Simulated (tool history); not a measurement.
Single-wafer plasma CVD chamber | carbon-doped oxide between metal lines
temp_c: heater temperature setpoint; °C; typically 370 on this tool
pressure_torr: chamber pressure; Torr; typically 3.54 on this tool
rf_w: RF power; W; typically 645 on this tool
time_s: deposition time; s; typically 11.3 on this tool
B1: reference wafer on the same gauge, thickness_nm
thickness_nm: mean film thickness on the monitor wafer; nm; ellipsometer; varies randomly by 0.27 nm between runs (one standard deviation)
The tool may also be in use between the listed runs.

{"run": 1, "day": 0.0, "temp_c": 370, "pressure_torr": 3.54, "rf_w": 645, "time_s": 11.3, "B1": 48.081, "thickness_nm": 58.184}
{"run": 2, "day": 1.042, "temp_c": 370, "pressure_torr": 3.54, "rf_w": 645, "time_s": 12.8, "B1": 48.002, "thickness_nm": 65.71}
{"run": 3, "day": 1.867, "temp_c": 370, "pressure_torr": 3.54, "rf_w": 645, "time_s": 12.8, "B1": 48.05, "thickness_nm": 65.675}
{"run": 4, "day": 2.833, "temp_c": 370, "pressure_torr": 3.54, "rf_w": 645, "time_s": 12.8, "B1": 47.875, "thickness_nm": 65.447}
{"run": 5, "day": 3.538, "temp_c": 370, "pressure_torr": 3.54, "rf_w": 645, "time_s": 11.3, "B1": 47.719, "thickness_nm": 57.621}
{"day": 4.004, "done": "RF generator calibrated"}
{"run": 6, "day": 4.283, "temp_c": 370, "pressure_torr": 3.54, "rf_w": 710, "time_s": 11.3, "B1": 47.8, "thickness_nm": 60.369}
{"run": 7, "day": 5.579, "temp_c": 370, "pressure_torr": 4.15, "rf_w": 645, "time_s": 10.4, "B1": 47.584, "thickness_nm": 53.983}
{"day": 6.533, "done": "showerhead replaced"}
{"day": 6.779, "done": "thermocouple changed; heater temperature recalibrated"}
{"run": 8, "day": 7.079, "temp_c": 370, "pressure_torr": 3.79, "rf_w": 645, "time_s": 9.1, "B1": 47.63, "thickness_nm": 47.348}
{"run": 9, "day": 7.7, "temp_c": 357, "pressure_torr": 3.13, "rf_w": 645, "time_s": 11.3, "B1": 47.536, "thickness_nm": 58.857}
{"run": 10, "day": 9.133, "temp_c": 370, "pressure_torr": 3.01, "rf_w": 570, "time_s": 12, "B1": 47.531, "thickness_nm": 57.783}
{"run": 11, "day": 10.121, "temp_c": 357, "pressure_torr": 3.98, "rf_w": 645, "time_s": 11.3, "B1": 47.418, "thickness_nm": 60.337}
{"run": 12, "day": 10.767, "temp_c": 370, "pressure_torr": 3.54, "rf_w": 645, "time_s": 11.3, "B1": 47.314, "thickness_nm": 57.656}
{"run": 13, "day": 12.171, "temp_c": 370, "pressure_torr": 3.54, "rf_w": 585, "time_s": 11.3, "B1": 47.132, "thickness_nm": 55.08}
{"day": 13.004, "done": "gauge calibrated"}
{"run": 14, "day": 13.521, "temp_c": 370, "pressure_torr": 3.54, "rf_w": 545, "time_s": 11.3, "B1": 48.17, "thickness_nm": 55.306}
{"run": 15, "day": 14.521, "temp_c": 370, "pressure_torr": 3.54, "rf_w": 645, "time_s": 9.4, "B1": 48.333, "thickness_nm": 48.503}
{"run": 16, "day": 15.088, "temp_c": 378, "pressure_torr": 3.54, "rf_w": 645, "time_s": 11.3, "B1": 48.188, "thickness_nm": 57.817}
{"run": 17, "day": 16.125, "temp_c": 381, "pressure_torr": 2.81, "rf_w": 555, "time_s": 9.8, "B1": 48.28, "thickness_nm": 46.125}
{"run": 18, "day": 17.229, "temp_c": 361, "pressure_torr": 2.81, "rf_w": 645, "time_s": 11.3, "B1": 48.118, "thickness_nm": 58.07}
{"run": 19, "day": 18.338, "temp_c": 370, "pressure_torr": 3.29, "rf_w": 645, "time_s": 11.3, "B1": 48.184, "thickness_nm": 57.672}
{"run": 20, "day": 19.096, "temp_c": 381, "pressure_torr": 3.54, "rf_w": 645, "time_s": 12, "B1": 48.208, "thickness_nm": 61.058}
{"run": 21, "day": 20.542, "temp_c": 370, "pressure_torr": 3.54, "rf_w": 645, "time_s": 13, "B1": 48.144, "thickness_nm": 67.284}
{"run": 22, "day": 22.004, "temp_c": 364, "pressure_torr": 3.54, "rf_w": 645, "time_s": 11.3, "B1": 48.03, "thickness_nm": 59.281}
{"run": 23, "day": 22.646, "temp_c": 384, "pressure_torr": 3.54, "rf_w": 545, "time_s": 11.3, "B1": 48.015, "thickness_nm": 53.007}
{"run": 24, "day": 23.638, "temp_c": 359, "pressure_torr": 3.54, "rf_w": 645, "time_s": 11.3, "B1": 48.045, "thickness_nm": 59.383}
{"run": 25, "day": 25.079, "temp_c": 383, "pressure_torr": 3.54, "rf_w": 645, "time_s": 13.3, "B1": 47.979, "thickness_nm": 66.843}
{"run": 26, "day": 25.65, "temp_c": 370, "pressure_torr": 3.54, "rf_w": 730, "time_s": 11.3, "B1": 47.991, "thickness_nm": 61.709}
{"run": 27, "day": 26.504, "temp_c": 377, "pressure_torr": 3.54, "rf_w": 725, "time_s": 11.3, "B1": 47.889, "thickness_nm": 60.268}
{"run": 28, "day": 27.183, "temp_c": 366, "pressure_torr": 3.54, "rf_w": 760, "time_s": 11.3, "B1": 47.882, "thickness_nm": 62.88}

What was the tool's hidden state at every run in the log?
wafer temperature above the value expected at the setpoint (K): 0 on each run
delivered RF power above the setpoint (%): 0 on each run
true pressure above the setpoint (%): 0 on each run
H1: gauge reads high (%)
run=1 H1=-0.894
run=2 H1=-1.01
run=3 H1=-1.1
run=4 H1=-1.22
run=5 H1=-1.31
run=6 H1=-1.41
run=7 H1=-1.59
run=8 H1=-1.82
run=9 H1=-1.92
run=10 H1=-2.16
run=11 H1=-2.33
run=12 H1=-2.45
run=13 H1=-2.71
run=14 H1=-0.533
run=15 H1=-0.54
run=16 H1=-0.548
run=17 H1=-0.567
run=18 H1=-0.596
run=19 H1=-0.634
run=20 H1=-0.665
run=21 H1=-0.735
run=22 H1=-0.822
run=23 H1=-0.865
run=24 H1=-0.937
run=25 H1=-1.05
run=26 H1=-1.1
run=27 H1=-1.18
run=28 H1=-1.25
